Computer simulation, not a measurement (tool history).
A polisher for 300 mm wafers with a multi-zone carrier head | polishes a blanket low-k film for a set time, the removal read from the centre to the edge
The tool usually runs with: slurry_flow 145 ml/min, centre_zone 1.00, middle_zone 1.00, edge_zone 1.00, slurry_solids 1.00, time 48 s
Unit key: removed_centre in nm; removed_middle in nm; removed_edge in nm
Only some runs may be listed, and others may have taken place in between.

| run | hour | slurry_flow | centre_zone | middle_zone | edge_zone | slurry_solids | time | incoming thickness of the incoming film, nm | removed_centre | removed_middle | removed_edge |
|---|---|---|---|---|---|---|---|---|---|---|---|
| 1 | 0.0 | 145 | 1.00 | 1.00 | 1.00 | 1.00 | 48 | 437.4 | 25.9 | 26.0 | 25.9 |
| 2 | 38.6 | 145 | 1.00 | 1.00 | 1.00 | 1.00 | 48 | 449.8 | 24.9 | 25.8 | 25.2 |
| 3 | 50.4 | 145 | 1.00 | 1.00 | 1.00 | 1.00 | 48 | 434.5 | 25.0 | 25.8 | 25.0 |
|  | 55.9 | worn pad replaced by a new one |
| 4 | 59.6 | 145 | 1.00 | 1.00 | 1.00 | 1.00 | 48 | 440.5 | 25.5 | 25.8 | 25.4 |
| 5 | 74.4 | 145 | 1.00 | 1.00 | 1.00 | 1.00 | 48 | 441.3 | 25.5 | 25.7 | 25.6 |
| 6 | 90.8 | 145 | 1.00 | 1.00 | 1.00 | 1.00 | 48 | 441.7 | 25.6 | 25.5 | 25.4 |
| 7 | 106.1 | 145 | 1.00 | 1.00 | 0.96 | 1.00 | 48 | 440.9 | 25.1 | 25.8 | 24.7 |
| 8 | 116.9 | 145 | 1.00 | 1.00 | 0.96 | 1.00 | 48 | 439.8 | 25.6 | 25.7 | 25.2 |
| 9 | 133.7 | 145 | 1.00 | 1.00 | 1.00 | 1.00 | 48 | 440.1 | 25.5 | 26.2 | 25.3 |
|  | 144.1 | slurry nozzle cleaned |
| 10 | 146.4 | 125 | 1.00 | 1.00 | 1.00 | 1.00 | 48 | 443.9 | 24.6 | 24.6 | 24.8 |
|  | 155.4 | worn pad replaced by a new one |
|  | 159.9 | carrier head's membrane replaced by a new one |
| 11 | 163.6 | 145 | 0.97 | 1.00 | 1.00 | 1.00 | 54 | 438.2 | 28.0 | 29.2 | 28.3 |
| 12 | 171.3 | 145 | 1.00 | 1.00 | 1.00 | 1.00 | 48 | 437.0 | 25.6 | 25.9 | 25.3 |
|  | 182.5 | edge zone pressure recalibrated |
|  | 185.2 | centre zone pressure recalibrated |
| 13 | 187.0 | 145 | 0.90 | 1.00 | 0.95 | 1.30 | 48 | 441.3 | 27.2 | 29.9 | 29.6 |
| 14 | 198.2 | 145 | 1.05 | 0.96 | 1.00 | 1.30 | 38 | 432.5 | 25.2 | 23.4 | 23.9 |
| 15 | 204.2 | 145 | 1.00 | 1.00 | 1.00 | 1.20 | 48 | 435.2 | 28.9 | 29.5 | 29.2 |
| 16 | 221.7 | 175 | 1.00 | 1.00 | 0.89 | 1.10 | 48 | 441.2 | 27.7 | 28.6 | 26.5 |
| 17 | 234.1 | 170 | 1.00 | 1.04 | 1.05 | 1.00 | 48 | 439.9 | 26.2 | 27.3 | 26.2 |
| 18 | 246.7 | 145 | 1.00 | 1.00 | 1.00 | 1.00 | 48 | 436.1 | 25.3 | 26.0 | 25.3 |
| 19 | 263.2 | 145 | 0.90 | 0.94 | 1.00 | 1.00 | 48 | 446.4 | 23.3 | 24.5 | 25.5 |
|  | 269.7 | worn pad replaced by a new one |
| 20 | 309.6 | 105 | 1.00 | 1.00 | 1.00 | 1.00 | 64 | 444.7 | 31.5 | 32.4 | 32.2 |

Branching from run 20: 3 alternative next runs. What would each branch give?
| A | 310.0 | 145 | 1.00 | 1.00 | 1.00 | 1.00 | 48 | 437.9 | ? | ? | ? |
| B | 310.0 | 145 | 1.00 | 0.93 | 1.00 | 1.00 | 48 | 437.9 | ? | ? | ? |
| C | 310.0 | 110 | 1.00 | 1.00 | 0.92 | 0.85 | 48 | 437.9 | ? | ? | ? |

| run | removed_centre | removed_middle | removed_edge |
|---|---|---|---|
| A | 25.2 | 26.0 | 25.4 |
| B | 25.2 | 24.5 | 25.4 |
| C | 20.5 | 21.4 | 20.3 |
The same runs, with their run-to-run variation unchanged, on a tool lacking any hidden condition would have given:
| run | removed_centre | removed_middle | removed_edge |
|---|---|---|---|
| A | 25.2 | 26.0 | 25.4 |
| B | 25.2 | 24.5 | 25.4 |
| C | 20.5 | 21.4 | 20.3 |
